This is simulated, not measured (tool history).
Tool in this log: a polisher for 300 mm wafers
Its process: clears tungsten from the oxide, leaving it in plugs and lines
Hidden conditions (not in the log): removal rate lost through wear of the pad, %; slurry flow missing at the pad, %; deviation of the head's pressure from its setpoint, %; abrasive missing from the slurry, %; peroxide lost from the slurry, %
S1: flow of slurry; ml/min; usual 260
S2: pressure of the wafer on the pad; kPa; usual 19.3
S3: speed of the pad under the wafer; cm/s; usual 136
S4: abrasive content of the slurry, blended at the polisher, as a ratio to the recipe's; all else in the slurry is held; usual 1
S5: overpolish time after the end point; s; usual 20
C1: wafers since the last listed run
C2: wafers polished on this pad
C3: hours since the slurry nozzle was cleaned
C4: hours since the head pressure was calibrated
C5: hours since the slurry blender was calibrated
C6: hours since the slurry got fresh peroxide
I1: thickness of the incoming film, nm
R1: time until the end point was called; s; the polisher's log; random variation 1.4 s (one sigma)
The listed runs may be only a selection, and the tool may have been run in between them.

| run | hour | S1 | S2 | S3 | S4 | S5 | C1 | C2 | C3 | C4 | C5 | C6 | I1 | R1 |
|---|---|---|---|---|---|---|---|---|---|---|---|---|---|---|
| 1 | 0 | 260 | 19.3 | 136 | 1 | 20 | 0 | 302 | 214.6 | 1131.7 | 183.9 | 25.1 | 456 | 92 |
|  | 4 | slurry nozzle cleaned |
| 2 | 12.6 | 260 | 19.3 | 136 | 1 | 20 | 103 | 406 | 8.6 | 1144.3 | 196.5 | 37.7 | 460.3 | 92.6 |
| 3 | 20 | 260 | 19.3 | 136 | 1 | 20 | 66 | 472 | 16 | 1151.7 | 203.9 | 45.1 | 453.3 | 91.2 |
|  | 29.9 | head pressure recalibrated |
| 4 | 36.5 | 260 | 19.3 | 156 | 1 | 20 | 129 | 602 | 32.5 | 6.6 | 220.4 | 61.6 | 464.8 | 88.5 |
| 5 | 46.7 | 260 | 19.3 | 156 | 1 | 20 | 91 | 693 | 42.7 | 16.8 | 230.6 | 71.8 | 462.5 | 88.2 |
| 6 | 61 | 325 | 19.3 | 136 | 1 | 8 | 127 | 821 | 57 | 31.1 | 244.9 | 86.1 | 460.4 | 93.1 |
|  | 68.3 | slurry blender recalibrated |
| 7 | 77 | 260 | 19.3 | 136 | 0.9 | 20 | 125 | 946 | 73 | 47.1 | 8.7 | 102.1 | 459.9 | 91.1 |
| 8 | 93.1 | 260 | 19.3 | 136 | 1 | 20 | 143 | 1090 | 89.1 | 63.2 | 24.8 | 118.2 | 460.3 | 86.2 |
|  | 97.9 | worn pad replaced by a new one |
|  | 101 | slurry tank refilled with fresh slurry and peroxide |
| 9 | 101.5 | 260 | 19.3 | 136 | 1 | 20 | 30 | 23 | 97.5 | 71.6 | 33.2 | 0.5 | 459.9 | 90.2 |
| 10 | 113.9 | 260 | 13.1 | 90 | 1.2 | 29 | 110 | 134 | 109.9 | 84 | 45.6 | 12.9 | 452.9 | 158.9 |
| 11 | 129.2 | 220 | 14.5 | 136 | 1 | 26 | 136 | 271 | 125.2 | 99.3 | 60.9 | 28.2 | 453.8 | 116.5 |
| 12 | 138.5 | 260 | 23.4 | 136 | 1 | 26 | 83 | 354 | 134.5 | 108.6 | 70.2 | 37.5 | 463.5 | 75.2 |
| 13 | 148.7 | 260 | 15.9 | 170 | 1 | 20 | 91 | 445 | 144.7 | 118.8 | 80.4 | 47.7 | 455.7 | 93.3 |
| 14 | 156.5 | 260 | 19.3 | 104 | 0.8 | 28 | 69 | 515 | 152.5 | 126.6 | 88.2 | 55.5 | 456 | 111.1 |
| 15 | 173 | 310 | 13.8 | 136 | 1 | 20 | 147 | 662 | 169 | 143.1 | 104.7 | 72 | 457.3 | 124.9 |
|  | 179.2 | slurry nozzle cleaned |
| 16 | 190.5 | 315 | 19.3 | 136 | 1.3 | 20 | 147 | 810 | 11.3 | 160.6 | 122.2 | 89.5 | 463.6 | 85.5 |

Run 17 is up next; what results do you expect?
| 17 | 207.8 | 260 | 19.3 | 136 | 1 | 20 | 154 | 964 | 28.6 | 177.9 | 139.5 | 106.8 | 461.1 | ? |

R1: 91.4 s
If the tool had no hidden condition, the same run with the same run-to-run variation would have returned R1 87 s.

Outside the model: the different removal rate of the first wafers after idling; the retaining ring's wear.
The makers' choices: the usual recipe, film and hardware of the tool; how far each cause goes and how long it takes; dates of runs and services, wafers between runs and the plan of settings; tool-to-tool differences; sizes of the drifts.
